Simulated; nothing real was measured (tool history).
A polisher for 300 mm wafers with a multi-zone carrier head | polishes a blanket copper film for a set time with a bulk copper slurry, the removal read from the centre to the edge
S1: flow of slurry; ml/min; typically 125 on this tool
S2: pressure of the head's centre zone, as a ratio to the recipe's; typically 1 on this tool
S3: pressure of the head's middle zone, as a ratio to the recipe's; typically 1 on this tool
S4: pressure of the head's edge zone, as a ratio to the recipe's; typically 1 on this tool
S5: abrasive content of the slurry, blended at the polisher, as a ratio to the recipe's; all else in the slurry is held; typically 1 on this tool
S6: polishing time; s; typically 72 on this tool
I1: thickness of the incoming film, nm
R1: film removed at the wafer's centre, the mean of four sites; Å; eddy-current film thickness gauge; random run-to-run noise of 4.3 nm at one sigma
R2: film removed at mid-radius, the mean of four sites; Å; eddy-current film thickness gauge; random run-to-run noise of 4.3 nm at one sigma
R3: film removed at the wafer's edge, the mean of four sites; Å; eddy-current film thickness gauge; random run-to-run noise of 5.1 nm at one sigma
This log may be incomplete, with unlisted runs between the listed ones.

run,hour,S1,S2,S3,S4,S5,S6,I1,R1,R2,R3
1,0,125,1,1,1,1,72,3604.7,4779,4787,4756
2,20.2,125,1,1,1,1,72,3647.1,4728,4776,4669
3,40.3,125,1,1,1,1,72,3631.8,4712,4620,4703
4,52.3,125,1,1,1,1,72,3696.4,4642,4597,4625
5,79.5,125,1,1,1,1,72,3620.8,4507,4546,4404
# hour 89.3: worn pad replaced by a new one
6,110.3,125,1,1,1,1,72,3646.9,4799,4750,4692
# hour 119.9: edge zone pressure recalibrated
7,143.8,125,1,1,1,1,72,3612.1,4814,4721,4573
# hour 150.4: carrier head's membrane replaced by a new one
8,158,125,1,1,1,1,72,3661.8,4811,4657,4697
9,176.9,125,1,1,1,1,72,3646.3,4691,4531,4563
# hour 189.3: worn pad replaced by a new one
10,200.7,125,1,1,1,1,86,3654.6,5720,5746,5692
11,235.8,165,1,1.05,1,0.7,90,3665.5,6190,6057,5746
12,250.3,125,1,1,1,1,72,3641.8,4767,4682,4688
# hour 259.4: centre zone pressure recalibrated
13,280.2,125,1,1.04,0.89,1,72,3651,4637,4698,4307
# hour 293.2: slurry nozzle cleaned
# hour 295.1: worn pad replaced by a new one
14,304.1,125,1,1,1,1,72,3591.7,4845,4848,4786
15,330.2,160,1,1,0.96,1.15,72,3655.9,5278,5134,4960
16,364.1,125,1,1,1.06,1,82,3625,5455,5349,5414
17,376.5,125,1,1,1,1.2,72,3643.7,4925,4730,4785

Run 18 is up next; what results do you expect?
# hour 400.2: worn pad replaced by a new one
18,411,125,1,1,1,1,93,3627.3,?,?,?

R1: 6315 Å
R2: 6194 Å
R3: 6154 Å
Without the tool's hidden state the same run would have given R1 6361 Å, R2 6239 Å, R3 6199 Å.
